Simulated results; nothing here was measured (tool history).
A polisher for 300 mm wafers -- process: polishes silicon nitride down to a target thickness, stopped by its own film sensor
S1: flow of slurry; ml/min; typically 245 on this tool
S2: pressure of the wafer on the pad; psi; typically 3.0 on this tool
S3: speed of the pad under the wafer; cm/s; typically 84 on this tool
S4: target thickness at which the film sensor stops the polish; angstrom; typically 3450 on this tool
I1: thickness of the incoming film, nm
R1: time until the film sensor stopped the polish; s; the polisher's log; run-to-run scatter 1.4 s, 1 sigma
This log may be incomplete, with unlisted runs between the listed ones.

run	hour	S1	S2	S3	S4	I1	R1
1	0.0	245	3.0	84	3450	459.8	95.9
2	58.3	245	3.0	84	3450	468.1	105.5
3	165.2	245	3.0	84	3450	468.2	105.8
4	228.7	245	3.0	84	3450	453.2	91.8
5	314.5	245	3.0	84	3450	454.8	93.4
6	408.2	245	3.0	84	3450	461.1	98.9
# hour 418.9: head pressure recalibrated
7	503.7	245	3.0	84	3450	458.4	102.0
# hour 531.8: slurry nozzle cleaned
# hour 541.7: worn pad replaced by a new one
8	568.1	245	3.0	84	3450	459.1	95.0
9	633.1	200	3.0	84	3450	465.9	100.0
10	706.1	200	3.0	84	3450	460.8	100.4
11	766.1	200	3.0	84	3450	463.6	102.4
12	832.3	245	3.0	84	3450	455.9	90.8
13	872.0	245	3.0	84	3450	464.1	100.2
14	969.7	180	3.0	84	3210	454.7	119.1
15	1010.6	245	3.4	66	3450	463.2	106.1
# hour 1172.2: head pressure recalibrated
# hour 1260.1: slurry nozzle cleaned
16	1295.7	245	3.0	84	3450	467.7	102.5
17	1403.4	215	3.7	98	3320	464.7	83.0
# hour 1452.8: worn pad replaced by a new one
18	1463.4	245	3.0	84	3450	460.5	98.0
19	1567.9	215	3.0	54	3810	458.5	89.5

Predict the results of run 20:
20	1649.2	285	3.6	64	3150	458.4	?

Run 20 produced R1 122.8 s.
Without the tool's hidden state the same run would have given R1 118.3 s.
